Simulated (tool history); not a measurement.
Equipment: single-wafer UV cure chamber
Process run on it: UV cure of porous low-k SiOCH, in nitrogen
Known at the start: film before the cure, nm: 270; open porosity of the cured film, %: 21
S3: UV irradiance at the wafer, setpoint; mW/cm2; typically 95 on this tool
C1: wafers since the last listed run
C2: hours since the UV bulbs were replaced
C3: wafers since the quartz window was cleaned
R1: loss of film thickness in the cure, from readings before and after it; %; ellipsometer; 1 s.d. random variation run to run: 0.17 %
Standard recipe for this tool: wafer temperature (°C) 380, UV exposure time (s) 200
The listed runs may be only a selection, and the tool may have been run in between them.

Run 1, hour 0.0: usual settings; C1 0; C2 1177.4; C3 319. Result: R1 10.905 %.
Run 2, hour 66.8: usual settings; C1 487; C2 1244.2; C3 806. Result: R1 10.872 %.
Run 3, hour 138.0: usual settings but S3 106 mW/cm2; C1 519; C2 1315.4; C3 1326. Result: R1 11.325 %.
Run 4, hour 191.3: usual settings but S3 106 mW/cm2; C1 389; C2 1368.7; C3 1715. Result: R1 11.136 %.
Run 5, hour 275.2: usual settings; C1 612; C2 1452.6; C3 2328. Result: R1 10.857 %.
Run 6, hour 381.5: usual settings; C1 776; C2 1558.9; C3 3104. Result: R1 10.535 %.
Run 7, hour 421.9: usual settings but S3 110 mW/cm2; C1 294; C2 1599.3; C3 3399. Result: R1 11.575 %.
Run 8, hour 470.2: usual settings but S3 110 mW/cm2; C1 352; C2 1647.6; C3 3751. Result: R1 11.336 %.
Run 9, hour 552.6: usual settings; C1 601; C2 1730.0; C3 4353. Result: R1 10.662 %.
At hour 611.2: quartz window cleaned.
Run 10, hour 646.5: usual settings; C1 627; C2 1823.9; C3 257. Result: R1 10.239 %.
Run 11, hour 718.0: usual settings but wafer temperature (°C) 375, UV exposure time (s) 125; C1 521; C2 1895.4; C3 779. Result: R1 8.236 %.
Run 12, hour 789.0: usual settings but wafer temperature (°C) 375, UV exposure time (s) 125; C1 518; C2 1966.4; C3 1298. Result: R1 8.370 %.
Run 13, hour 860.2: usual settings but wafer temperature (°C) 375, UV exposure time (s) 125; C1 519; C2 2037.6; C3 1817. Result: R1 8.381 %.
Run 14, hour 958.0: usual settings; C1 713; C2 2135.4; C3 2531. Result: R1 10.250 %.
Run 15, hour 1023.3: usual settings; C1 476; C2 2200.7; C3 3008. Result: R1 10.149 %.
Run 16, hour 1065.0: usual settings but wafer temperature (°C) 368; C1 304; C2 2242.4; C3 3312. Result: R1 10.055 %.
At hour 1091.0: UV bulbs replaced.
Run 17, hour 1155.4: usual settings; C1 601; C2 64.4; C3 3914. Result: R1 11.190 %.
Run 18, hour 1198.1: usual settings; C1 311; C2 107.1; C3 4226. Result: R1 11.233 %.
Run 19, hour 1243.2: usual settings; C1 329; C2 152.2; C3 4555. Result: R1 11.190 %.
At hour 1373.6: quartz window cleaned.
Run 20, hour 1374.1: usual settings but wafer temperature (°C) 371, S3 114 mW/cm2; C1 897; C2 283.1; C3 3. Result: R1 11.870 %.
Run 21, hour 1608.9: usual settings but wafer temperature (°C) 371, S3 114 mW/cm2; C1 1714; C2 517.9; C3 1717. Result: R1 11.246 %.
Run 22, hour 1687.7: usual settings but wafer temperature (°C) 371, S3 114 mW/cm2; C1 575; C2 596.7; C3 2292. Result: R1 11.551 %.
Run 23, hour 1790.7: usual settings but S3 123 mW/cm2; C1 751; C2 699.7; C3 3044. Result: R1 12.141 %.
Run 24, hour 1846.6: usual settings but wafer temperature (°C) 366, S3 111 mW/cm2; C1 408; C2 755.6; C3 3452. Result: R1 11.096 %.
Run 25, hour 1931.8: usual settings; C1 621; C2 840.8; C3 4074. Result: R1 11.078 %.
At hour 1983.2: quartz window cleaned.
Run 26, hour 2008.2: usual settings but wafer temperature (°C) 395, UV exposure time (s) 100, S3 127 mW/cm2; C1 499; C2 917.2; C3 182. Result: R1 9.569 %.
Run 27, hour 2102.2: usual settings but UV exposure time (s) 260; C1 686; C2 1011.2; C3 868. Result: R1 12.333 %.
Run 28, hour 2199.4: usual settings; C1 709; C2 1108.4; C3 1578. Result: R1 10.849 %.
Run 29, hour 2291.2: usual settings but wafer temperature (°C) 393, UV exposure time (s) 245; C1 670; C2 1200.2; C3 2248. Result: R1 11.606 %.
Run 30, hour 2395.3: usual settings; C1 759; C2 1304.3; C3 3008. Result: R1 10.876 %.
Run 31, hour 2432.4: usual settings but wafer temperature (°C) 375, UV exposure time (s) 160; C1 270; C2 1341.4; C3 3279. Result: R1 9.762 %.
Run 32, hour 2500.0: usual settings but UV exposure time (s) 100; C1 493; C2 1409.0; C3 3772. Result: R1 7.645 %.
Run 33, hour 2550.7: usual settings but wafer temperature (°C) 400, UV exposure time (s) 135, S3 131 mW/cm2; C1 370; C2 1459.7; C3 4143. Result: R1 10.731 %.
Run 34, hour 2624.5: usual settings; C1 538; C2 1533.5; C3 4681. Result: R1 10.672 %.
At hour 2722.2: quartz window cleaned.
Run 35, hour 2731.3: usual settings but wafer temperature (°C) 388; C1 721; C2 1640.3; C3 66. Result: R1 10.908 %.
Run 36, hour 2798.9: usual settings; C1 493; C2 1707.9; C3 560. Result: R1 10.544 %.
Run 37, hour 2876.7: usual settings; C1 567; C2 1785.7; C3 1128. Result: R1 10.294 %.
Run 38, hour 3112.2: usual settings but wafer temperature (°C) 389, UV exposure time (s) 285; C1 1719; C2 2021.2; C3 2847. Result: R1 11.884 %.
Run 39, hour 3176.3: usual settings but wafer temperature (°C) 365, UV exposure time (s) 290, S3 81 mW/cm2; C1 467; C2 2085.3; C3 3315. Result: R1 11.174 %.
Run 40, hour 3277.1: usual settings; C1 735; C2 2186.1; C3 4051. Result: R1 10.234 %.
Run 41, hour 3338.3: usual settings but wafer temperature (°C) 368, UV exposure time (s) 300, S3 111 mW/cm2; C1 446; C2 2247.3; C3 4497. Result: R1 12.633 %.
Run 42, hour 3405.1: usual settings; C1 487; C2 2314.1; C3 4985. Result: R1 10.175 %.
Run 43, hour 3466.0: usual settings; C1 444; C2 2375.0; C3 5430. Result: R1 10.038 %.
At hour 3498.4: quartz window cleaned.
Run 44, hour 3515.2: usual settings but UV exposure time (s) 245; C1 300; C2 2424.2; C3 122. Result: R1 11.149 %.
Run 45, hour 3556.3: usual settings but S3 74 mW/cm2; C1 300; C2 2465.3; C3 423. Result: R1 9.077 %.

Give the tool's hidden conditions for every run:
transmission lost against a clean window, %: 0 on each run
H1: lamp output below its setpoint, %
run    H1
  1  6.11
  2  6.69
  3  7.35
  4  7.86
  5  8.71
  6  9.86
  7  10.3
  8  10.9
  9  11.9
 10  13.1
 11    14
 12    15
 13    16
 14  17.5
 15  18.5
 16  19.2
 17  1.29
 18  1.32
 19  1.36
 20  1.56
 21  2.24
 22  2.55
 23  3.03
 24  3.32
 25  3.81
 26  4.29
 27  4.94
 28  5.68
 29  6.44
 30  7.38
 31  7.73
 32   8.4
 33  8.92
 34  9.71
 35  10.9
 36  11.7
 37  12.7
 38  15.9
 39  16.9
 40  18.4
 41  19.4
 42  20.5
 43  21.5
 44  22.4
 45  23.1

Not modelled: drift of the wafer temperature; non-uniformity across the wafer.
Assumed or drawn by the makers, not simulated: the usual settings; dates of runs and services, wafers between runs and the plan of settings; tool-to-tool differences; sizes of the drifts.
